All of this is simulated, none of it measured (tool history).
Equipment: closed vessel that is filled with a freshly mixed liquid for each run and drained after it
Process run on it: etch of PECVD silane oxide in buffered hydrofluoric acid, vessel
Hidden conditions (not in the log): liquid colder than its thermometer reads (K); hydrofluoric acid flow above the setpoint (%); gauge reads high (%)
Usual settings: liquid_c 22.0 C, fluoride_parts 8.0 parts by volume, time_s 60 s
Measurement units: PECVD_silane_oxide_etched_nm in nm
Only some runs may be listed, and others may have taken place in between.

run	hour	liquid_c	fluoride_parts	time_s	wafers since the last listed run	hours since the thermometer was replaced	hours since the hydrofluoric acid flow meter was replaced	hours since the gauge calibration	read-back film thickness of the PECVD silane oxide reference wafer, read on the same gauge (nm)	PECVD_silane_oxide_etched_nm
1	0.0	22.0	8.0	35	0	968.1	975.9	495.2	80.04	82.37
2	52.2	22.0	6.0	60	7452	1020.3	1028.1	547.4	80.01	186.84
3	244.9	22.0	6.0	60	27510	1213.0	1220.8	740.1	80.01	185.10
4	306.2	22.0	8.0	60	8751	1274.3	1282.1	801.4	80.01	141.83
# hour 333.7: hydrofluoric acid flow meter replaced
5	369.5	22.0	8.0	60	8894	1337.6	35.8	864.7	79.99	140.18
6	430.8	22.0	6.5	60	8751	1398.9	97.1	926.0	80.02	172.77
7	472.6	22.0	6.5	60	5967	1440.7	138.9	967.8	79.99	173.83
8	496.6	19.0	8.0	60	3426	1464.7	162.9	991.8	79.97	119.63
9	558.6	22.0	8.0	45	8851	1526.7	224.9	1053.8	80.00	105.74
10	594.9	22.0	8.0	60	5182	1563.0	261.2	1090.1	79.98	140.48
11	658.7	22.0	8.0	60	9108	1626.8	325.0	1153.9	79.98	140.02
12	712.5	22.0	8.0	60	7680	1680.6	378.8	1207.7	80.01	139.77
# hour 754.9: gauge calibrated
13	760.5	19.5	9.0	60	6852	1728.6	426.8	5.6	80.02	106.47
14	840.6	20.0	8.0	90	11435	1808.7	506.9	85.7	80.02	188.52
15	885.3	22.0	8.0	60	6381	1853.4	551.6	130.4	79.98	139.89
16	943.4	20.0	8.0	60	8294	1911.5	609.7	188.5	79.99	124.86
17	1015.2	22.0	5.5	30	10250	1983.3	681.5	260.3	80.01	99.25
# hour 1134.3: thermometer replaced
18	1185.4	22.0	8.0	60	24155	51.1	851.7	430.5	80.01	144.56
19	1227.2	22.0	11.0	60	5967	92.9	893.5	472.3	80.01	108.38
20	1251.7	19.5	8.0	40	3497	117.4	918.0	496.8	79.99	84.15
21	1393.4	22.0	8.0	60	20229	259.1	1059.7	638.5	80.00	145.22
22	1434.7	22.0	7.0	60	5896	300.4	1101.0	679.8	80.00	166.02
23	1472.0	22.0	6.0	95	5325	337.7	1138.3	717.1	79.99	303.25
# hour 1503.3: hydrofluoric acid flow meter replaced
24	1505.1	22.0	8.0	60	4582	370.8	1.8	750.2	80.01	144.62
25	1562.4	19.5	9.0	60	8180	428.1	59.1	807.5	80.01	110.24
26	1633.3	22.0	8.0	60	10122	499.0	130.0	878.4	79.99	143.89
27	1666.4	22.0	9.5	90	4725	532.1	163.1	911.5	79.99	183.43
28	1730.2	20.0	6.5	40	9108	595.9	226.9	975.3	79.97	105.27
29	1776.1	27.0	11.0	90	6552	641.8	272.8	1021.2	80.01	213.63
30	1829.9	24.0	10.5	80	7680	695.6	326.6	1075.0	79.98	166.51
31	1861.1	20.0	8.0	30	4454	726.8	357.8	1106.2	80.00	64.11
32	1899.5	24.5	8.0	60	5482	765.2	396.2	1144.6	80.00	162.62

Predict each of these 4 candidate next runs independently; none follows another, all start after run 32:
A	1900.2	22.0	8.0	60	99	765.9	396.9	1145.3	?	?
B	1900.2	20.5	9.5	40	99	765.9	396.9	1145.3	?	?
C	1900.2	20.5	8.0	50	99	765.9	396.9	1145.3	?	?
D	1900.2	17.5	7.0	60	99	765.9	396.9	1145.3	?	?

run	read-back film thickness of the PECVD silane oxide reference wafer, read on the same gauge (nm)	PECVD_silane_oxide_etched_nm
A	79.99	142.44
B	79.99	74.31
C	79.99	109.21
D	79.99	127.84
With the hidden condition removed and each run's random variation left untouched, the same runs would have given:
run	PECVD_silane_oxide_etched_nm
A	144.34
B	75.31
C	110.68
D	129.60
